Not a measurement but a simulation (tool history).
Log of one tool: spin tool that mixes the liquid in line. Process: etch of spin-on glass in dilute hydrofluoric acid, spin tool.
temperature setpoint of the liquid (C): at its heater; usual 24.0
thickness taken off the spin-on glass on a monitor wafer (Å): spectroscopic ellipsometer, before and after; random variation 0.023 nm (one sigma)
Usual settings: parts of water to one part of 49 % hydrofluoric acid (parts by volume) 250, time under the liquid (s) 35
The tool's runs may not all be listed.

run,hour,temperature setpoint of the liquid (C),parts of water to one part of 49 % hydrofluoric acid (parts by volume),time under the liquid (s),"read-back film thickness of the spin-on glass reference wafer, read on the same gauge (nm)",thickness taken off the spin-on glass on a monitor wafer (Å)
1,0.0,24.0,210,35,150.001,53.94
2,62.1,24.0,210,35,150.032,54.36
3,116.4,24.0,250,35,150.031,43.58
4,186.3,24.0,250,35,149.951,44.05
5,252.9,24.0,250,35,150.009,43.92
# hour 308.7: hydrofluoric acid flow meter replaced
6,320.3,21.5,250,35,149.984,40.32
7,388.2,28.0,215,35,149.964,61.41
8,420.0,28.0,215,35,149.960,61.39
9,462.5,28.0,215,35,149.994,60.88
10,497.6,24.0,250,35,150.010,44.01
11,521.8,24.0,250,35,150.001,43.88
12,589.6,24.0,250,35,150.006,43.69
13,634.7,24.0,250,35,150.003,44.52
14,660.0,24.0,210,20,150.019,31.59
# hour 681.5: gauge calibrated
15,690.0,24.0,210,20,149.999,31.22
16,741.2,24.0,250,35,149.965,43.77
17,782.7,24.0,305,55,149.955,53.94
18,926.4,24.0,250,35,149.995,44.86
19,966.3,24.0,370,55,149.994,42.01
20,1011.5,24.0,375,20,150.016,15.07
# hour 1034.5: thermometer replaced
21,1054.2,24.0,300,25,149.999,24.43
22,1116.1,24.0,355,20,150.007,15.89
23,1158.1,24.0,250,35,150.014,43.35
# hour 1182.9: hydrofluoric acid flow meter replaced
24,1214.9,24.0,250,35,150.017,43.59
25,1245.6,21.5,250,45,150.035,51.29
26,1271.0,27.5,195,20,150.032,38.73
27,1326.4,26.5,175,40,150.023,85.42
28,1382.9,24.0,335,40,150.019,34.12
29,1427.5,25.5,250,35,149.969,46.02
30,1452.7,24.0,250,50,149.990,62.65
31,1518.5,21.0,325,45,149.988,36.25
32,1550.4,24.0,250,35,149.986,44.41

4 ways to go on from here, each from the tool as it stands after run 32. What would each give?
A,1550.8,24.0,250,35,?,?
B,1550.8,19.0,145,40,?,?
C,1550.8,26.5,250,35,?,?
D,1550.8,24.0,345,35,?,?

run,"read-back film thickness of the spin-on glass reference wafer, read on the same gauge (nm)",thickness taken off the spin-on glass on a monitor wafer (Å)
A,149.970,43.84
B,149.970,79.66
C,149.970,47.86
D,149.970,28.93
Without the tool's hidden state the same runs would have given:
run,thickness taken off the spin-on glass on a monitor wafer (Å)
A,43.10
B,78.14
C,47.07
D,28.46

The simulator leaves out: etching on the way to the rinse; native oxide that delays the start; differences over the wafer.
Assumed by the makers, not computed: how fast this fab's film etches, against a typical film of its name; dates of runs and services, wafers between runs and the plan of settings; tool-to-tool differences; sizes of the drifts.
